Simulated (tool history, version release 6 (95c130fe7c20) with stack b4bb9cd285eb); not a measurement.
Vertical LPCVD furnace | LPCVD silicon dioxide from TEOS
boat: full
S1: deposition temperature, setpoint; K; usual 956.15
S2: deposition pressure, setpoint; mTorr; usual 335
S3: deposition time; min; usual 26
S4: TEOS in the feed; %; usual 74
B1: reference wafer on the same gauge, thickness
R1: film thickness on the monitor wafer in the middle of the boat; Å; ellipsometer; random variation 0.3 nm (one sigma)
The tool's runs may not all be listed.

run 1 hour=0 | S1=956.15 S2=335 S3=26 S4=74 | B1=137.08 | R1=1433.4
run 2 hour=24.8 | S1=956.15 S2=335 S3=26 S4=74 | B1=137.05 | R1=1430.8
run 3 hour=49.1 | S1=956.15 S2=335 S3=26 S4=74 | B1=136.98 | R1=1426.2
run 4 hour=71.6 | S1=956.15 S2=335 S3=26 S4=74 | B1=136.92 | R1=1433.1
run 5 hour=105.2 | S1=949.15 S2=335 S3=26 S4=74 | B1=136.99 | R1=1210.1
run 6 hour=140.9 | S1=956.15 S2=275 S3=26 S4=74 | B1=137.02 | R1=1302.4
-- hour=181.6 pressure gauge zeroed
run 7 hour=182.1 | S1=956.15 S2=275 S3=26 S4=74 | B1=136.84 | R1=1270.3
run 8 hour=206.5 | S1=956.15 S2=375 S3=22.5 S4=74 | B1=137.03 | R1=1283
run 9 hour=242.3 | S1=956.15 S2=335 S3=16 S4=74 | B1=136.9 | R1=860.8
run 10 hour=277 | S1=956.15 S2=335 S3=26 S4=63 | B1=136.93 | R1=1294.2
run 11 hour=289.2 | S1=947.15 S2=335 S3=21 S4=74 | B1=136.99 | R1=910.2
run 12 hour=303.5 | S1=966.15 S2=335 S3=16.5 S4=87 | B1=136.93 | R1=1220.3
run 13 hour=332.6 | S1=949.15 S2=360 S3=17.5 S4=74 | B1=136.99 | R1=824.9
run 14 hour=352.3 | S1=947.15 S2=420 S3=16 S4=74 | B1=137.03 | R1=774.9
run 15 hour=369.4 | S1=956.15 S2=335 S3=26 S4=66 | B1=137.03 | R1=1320.7
-- hour=403.3 gauge calibrated
run 16 hour=403.7 | S1=956.15 S2=335 S3=18.5 S4=86 | B1=137.14 | R1=1071.7
-- hour=431.9 TEOS flow controller replaced
-- hour=456.9 thermocouples replaced and temperature profile calibrated
run 17 hour=457.4 | S1=950.15 S2=285 S3=26 S4=67 | B1=137 | R1=1067.1
run 18 hour=465.5 | S1=956.15 S2=335 S3=26 S4=74 | B1=137.1 | R1=1397.4
run 19 hour=489.9 | S1=949.15 S2=335 S3=26 S4=67 | B1=137.1 | R1=1128.2
run 20 hour=519.6 | S1=967.15 S2=255 S3=32 S4=85 | B1=136.98 | R1=2104.7
run 21 hour=538 | S1=956.15 S2=335 S3=26 S4=74 | B1=137.03 | R1=1405.4
run 22 hour=573.6 | S1=950.15 S2=335 S3=22.5 S4=83 | B1=137.05 | R1=1118.2
run 23 hour=603.2 | S1=956.15 S2=335 S3=26 S4=74 | B1=136.97 | R1=1411.4
run 24 hour=628.5 | S1=960.15 S2=390 S3=26 S4=74 | B1=137.08 | R1=1668.7
run 25 hour=647.8 | S1=956.15 S2=360 S3=26 S4=74 | B1=137.15 | R1=1452.7
run 26 hour=682.3 | S1=947.15 S2=420 S3=16 S4=74 | B1=137 | R1=777.4
run 27 hour=711.9 | S1=956.15 S2=370 S3=26 S4=74 | B1=137.14 | R1=1479.8
run 28 hour=724.6 | S1=951.15 S2=335 S3=26 S4=74 | B1=136.98 | R1=1243.8
run 29 hour=741.7 | S1=956.15 S2=270 S3=26 S4=86 | B1=137.05 | R1=1363.7
run 30 hour=754.8 | S1=952.15 S2=335 S3=18 S4=74 | B1=137.02 | R1=883.4

5 ways to go on from here, each from the tool as it stands after run 30. What would each give?
run A hour=758.5 | S1=956.15 S2=335 S3=31.5 S4=74 | B1=? | R1=?
run B hour=758.5 | S1=956.15 S2=360 S3=30 S4=74 | B1=? | R1=?
run C hour=758.5 | S1=962.15 S2=335 S3=33 S4=74 | B1=? | R1=?
run D hour=758.5 | S1=956.15 S2=335 S3=19 S4=74 | B1=? | R1=?
run E hour=758.5 | S1=960.15 S2=360 S3=20 S4=64 | B1=? | R1=?

run=A B1=137.05 R1=1704.8
run=B B1=137.05 R1=1682.3
run=C B1=137.05 R1=2062
run=D B1=137.05 R1=1028.3
run=E B1=137.05 R1=1148.1
Without the tool's hidden state the same runs would have given:
run=A R1=1693.2
run=B R1=1671.7
run=C R1=2048
run=D R1=1021.3
run=E R1=1140.9
